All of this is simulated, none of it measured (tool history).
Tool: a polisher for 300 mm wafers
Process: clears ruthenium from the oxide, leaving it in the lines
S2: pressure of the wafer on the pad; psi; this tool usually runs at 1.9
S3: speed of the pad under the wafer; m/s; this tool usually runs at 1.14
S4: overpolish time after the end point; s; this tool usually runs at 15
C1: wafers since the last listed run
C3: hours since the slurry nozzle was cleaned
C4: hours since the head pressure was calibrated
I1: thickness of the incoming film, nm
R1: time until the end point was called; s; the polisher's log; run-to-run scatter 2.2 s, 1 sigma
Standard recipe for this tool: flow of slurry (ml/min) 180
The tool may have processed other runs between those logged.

Run 1, hour 0: usual settings; C1 0; wafers polished on this pad 538; C3 164.9; C4 1042.3; I1 138.1. Result: R1 135 s.
Run 2, hour 55: usual settings; C1 277; wafers polished on this pad 816; C3 219.9; C4 1097.3; I1 139.9. Result: R1 143.5 s.
At hour 94.7: worn pad replaced by a new one.
At hour 138.3: slurry nozzle cleaned.
Run 3, hour 147.4: usual settings; C1 440; wafers polished on this pad 260; C3 9.1; C4 1189.7; I1 141.1. Result: R1 139.1 s.
Run 4, hour 190: usual settings but flow of slurry (ml/min) 155; C1 214; wafers polished on this pad 475; C3 51.7; C4 1232.3; I1 139.1. Result: R1 138.9 s.
Run 5, hour 248: usual settings but S2 2.3 psi, S3 1.36 m/s; C1 292; wafers polished on this pad 768; C3 109.7; C4 1290.3; I1 138.2. Result: R1 103.8 s.
At hour 295.9: worn pad replaced by a new one.
Run 6, hour 335.9: usual settings but S2 2.3 psi, S3 1.36 m/s; C1 423; wafers polished on this pad 201; C3 197.6; C4 1378.2; I1 139.7. Result: R1 107.5 s.
At hour 343: head pressure recalibrated.
At hour 389.1: slurry nozzle cleaned.
Run 7, hour 441.9: usual settings but S2 2.3 psi, S3 1.36 m/s; C1 519; wafers polished on this pad 721; C3 52.8; C4 98.9; I1 140.9. Result: R1 99.3 s.
At hour 494.6: worn pad replaced by a new one.
Run 8, hour 526.5: usual settings but flow of slurry (ml/min) 120, S2 2.6 psi, S3 1.24 m/s, S4 23 s; C1 406; wafers polished on this pad 160; C3 137.4; C4 183.5; I1 141. Result: R1 113.6 s.
Run 9, hour 612.9: usual settings but S2 2.1 psi; C1 435; wafers polished on this pad 596; C3 223.8; C4 269.9; I1 141.1. Result: R1 135.3 s.
At hour 671.3: worn pad replaced by a new one, of another model than before.
Run 10, hour 671.8: usual settings but S3 1 m/s; C1 277; wafers polished on this pad 2; C3 282.7; C4 328.8; I1 139.3. Result: R1 157.5 s.
At hour 685.2: slurry nozzle cleaned.
Run 11, hour 716: usual settings but flow of slurry (ml/min) 245, S2 1.7 psi, S3 1.32 m/s, S4 22 s; C1 217; wafers polished on this pad 220; C3 30.8; C4 373; I1 137. Result: R1 122.3 s.
Run 12, hour 791.1: usual settings; C1 378; wafers polished on this pad 599; C3 105.9; C4 448.1; I1 140.5. Result: R1 141.6 s.
At hour 844.2: worn pad replaced by a new one.
Run 13, hour 849.7: usual settings; C1 275; wafers polished on this pad 27; C3 164.5; C4 506.7; I1 138.1. Result: R1 138.9 s.
Run 14, hour 928.4: usual settings but S2 1.7 psi, S3 1.44 m/s; C1 397; wafers polished on this pad 425; C3 243.2; C4 585.4; I1 142.7. Result: R1 126.6 s.

For each entry between runs, how does the tool's hidden state at the last listed run before it compare with that at the first listed run after it?
Runs 2 to 3: worn pad replaced by a new one (hour 94.7); slurry nozzle cleaned (hour 138.3)
  slurry flow missing at the pad, %: 33.6 -> 8.4
  measured less the result without the state, R1: +6.6 -> +1.3 s
Runs 5 to 6: worn pad replaced by a new one (hour 295.9)
  slurry flow missing at the pad, %: 23.2 -> 36.1
  measured less the result without the state, R1: +3 -> +5.4 s
Runs 6 to 7: head pressure recalibrated (hour 343); slurry nozzle cleaned (hour 389.1)
  slurry flow missing at the pad, %: 36.1 -> 17.6
  measured less the result without the state, R1: +5.4 -> +2.1 s
Runs 7 to 8: worn pad replaced by a new one (hour 494.6)
  slurry flow missing at the pad, %: 17.6 -> 30
  measured less the result without the state, R1: +2.1 -> +5.8 s
Runs 9 to 10: worn pad replaced by a new one, of another model than before (hour 671.3)
  slurry flow missing at the pad, %: 42.7 -> 51.4
  measured less the result without the state, R1: +8.5 -> +7.5 s
Runs 10 to 11: slurry nozzle cleaned (hour 685.2)
  slurry flow missing at the pad, %: 51.4 -> 5.96
  measured less the result without the state, R1: +7.5 -> +0.5 s
Runs 12 to 13: worn pad replaced by a new one (hour 844.2)
  slurry flow missing at the pad, %: 17 -> 25.6
  measured less the result without the state, R1: +1.9 -> +2.9 s
